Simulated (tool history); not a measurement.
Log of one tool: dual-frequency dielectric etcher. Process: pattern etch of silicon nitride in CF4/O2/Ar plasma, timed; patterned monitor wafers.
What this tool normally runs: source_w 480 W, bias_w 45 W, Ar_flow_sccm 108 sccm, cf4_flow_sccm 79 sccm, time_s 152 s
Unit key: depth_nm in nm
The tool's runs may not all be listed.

| run | hour | source_w | bias_w | Ar_flow_sccm | cf4_flow_sccm | time_s | wafers since the last listed run | hours since the last wet clean | hours since the last source power generator calibration | hours since the last bias power generator calibration | hours since the last Ar flow controller change | hours since the last CF4 flow controller change | hours since the last upper electrode change | hours since the gauge calibration | read-back reference wafer on the same gauge, depth_nm | depth_nm |
|---|---|---|---|---|---|---|---|---|---|---|---|---|---|---|---|---|
| 1 | 0 | 480 | 45 | 108 | 79 | 152 | 0 | 0.5 | 416.2 | 200.2 | 4628.7 | 65.2 | 356.6 | 421.2 | 255.1 | 253.7 |
| 2 | 22.6 | 480 | 45 | 108 | 79 | 152 | 228 | 23.1 | 438.8 | 222.8 | 4651.3 | 87.8 | 379.2 | 443.8 | 255 | 255.1 |
| 3 | 58.7 | 480 | 45 | 129 | 79 | 186 | 365 | 59.2 | 474.9 | 258.9 | 4687.4 | 123.9 | 415.3 | 479.9 | 255.2 | 299 |
| 4 | 91.3 | 480 | 45 | 108 | 79 | 187.5 | 330 | 91.8 | 507.5 | 291.5 | 4720 | 156.5 | 447.9 | 512.5 | 254.8 | 319.1 |
| 5 | 154.8 | 480 | 45 | 108 | 61 | 152 | 643 | 155.3 | 571 | 355 | 4783.5 | 220 | 511.4 | 576 | 255.1 | 249.3 |
| 6 | 196.3 | 480 | 45 | 108 | 79 | 152 | 420 | 196.8 | 612.5 | 396.5 | 4825 | 261.5 | 552.9 | 617.5 | 254.8 | 258.5 |
|  | 204.1 | Ar flow controller replaced |
| 7 | 233.4 | 480 | 53 | 98 | 85 | 152 | 315 | 233.9 | 649.6 | 433.6 | 29.3 | 298.6 | 590 | 654.6 | 255.1 | 290.6 |
| 8 | 283.1 | 530 | 45 | 108 | 79 | 152 | 503 | 283.6 | 699.3 | 483.3 | 79 | 348.3 | 639.7 | 704.3 | 255.2 | 289.4 |
| 9 | 321.1 | 480 | 45 | 108 | 79 | 152 | 384 | 321.6 | 737.3 | 521.3 | 117 | 386.3 | 677.7 | 742.3 | 255.1 | 261 |
| 10 | 372.5 | 480 | 38 | 108 | 79 | 139 | 520 | 373 | 788.7 | 572.7 | 168.4 | 437.7 | 729.1 | 793.7 | 254.8 | 219 |
| 11 | 438.8 | 480 | 45 | 108 | 79 | 152 | 671 | 439.3 | 855 | 639 | 234.7 | 504 | 795.4 | 860 | 255.2 | 264.7 |
| 12 | 484 | 480 | 38 | 135 | 65 | 182 | 457 | 484.5 | 900.2 | 684.2 | 279.9 | 549.2 | 840.6 | 905.2 | 255.1 | 266 |
|  | 541.2 | wet clean of the chamber |
| 13 | 541.7 | 480 | 39 | 108 | 99 | 176 | 341 | 0.5 | 957.9 | 741.9 | 337.6 | 606.9 | 898.3 | 962.9 | 255.1 | 279.9 |
| 14 | 550.7 | 480 | 45 | 108 | 96 | 188.5 | 91 | 9.5 | 966.9 | 750.9 | 346.6 | 615.9 | 907.3 | 971.9 | 255.5 | 322.7 |
| 15 | 617.4 | 480 | 45 | 108 | 79 | 127 | 675 | 76.2 | 1033.6 | 817.6 | 413.3 | 682.6 | 974 | 1038.6 | 254.9 | 213 |
| 16 | 648.9 | 480 | 45 | 108 | 79 | 168.5 | 319 | 107.7 | 1065.1 | 849.1 | 444.8 | 714.1 | 1005.5 | 1070.1 | 255.3 | 284.1 |
| 17 | 705.9 | 480 | 45 | 91 | 79 | 137 | 577 | 164.7 | 1122.1 | 906.1 | 501.8 | 771.1 | 1062.5 | 1127.1 | 255.4 | 239.8 |
| 18 | 755.5 | 480 | 50 | 83 | 93 | 109 | 502 | 214.3 | 1171.7 | 955.7 | 551.4 | 820.7 | 1112.1 | 1176.7 | 254.7 | 210.4 |
| 19 | 807 | 480 | 45 | 108 | 87 | 152 | 521 | 265.8 | 1223.2 | 1007.2 | 602.9 | 872.2 | 1163.6 | 1228.2 | 255.3 | 262.8 |
|  | 824.9 | gauge calibrated |
| 20 | 841.1 | 480 | 45 | 125 | 79 | 176 | 345 | 299.9 | 1257.3 | 1041.3 | 637 | 906.3 | 1197.7 | 16.2 | 254.9 | 292.2 |
| 21 | 874.9 | 480 | 45 | 108 | 79 | 168.5 | 342 | 333.7 | 1291.1 | 1075.1 | 670.8 | 940.1 | 1231.5 | 50 | 254.5 | 289.5 |

What differs in the tool's unlogged condition from the final listed run ahead of each entry between runs to the first listed run following it?
After run 6, before run 7: Ar flow controller replaced (hour 204.1)
  etch rate over this chamber's usual, %: 1.42 -> 1.74
  measured value less the no-hidden-state value, depth_nm: +3.7 -> +5 nm
After run 12, before run 13: wet clean of the chamber (hour 541.2)
  etch rate over this chamber's usual, %: 3.93 -> -0.704
  measured value less the no-hidden-state value, depth_nm: +10.1 -> -2 nm
After run 19, before run 20: gauge calibrated (hour 824.9)
  etch rate over this chamber's usual, %: 1.61 -> 1.91
  measured value less the no-hidden-state value, depth_nm: +4.2 -> +5.5 nm
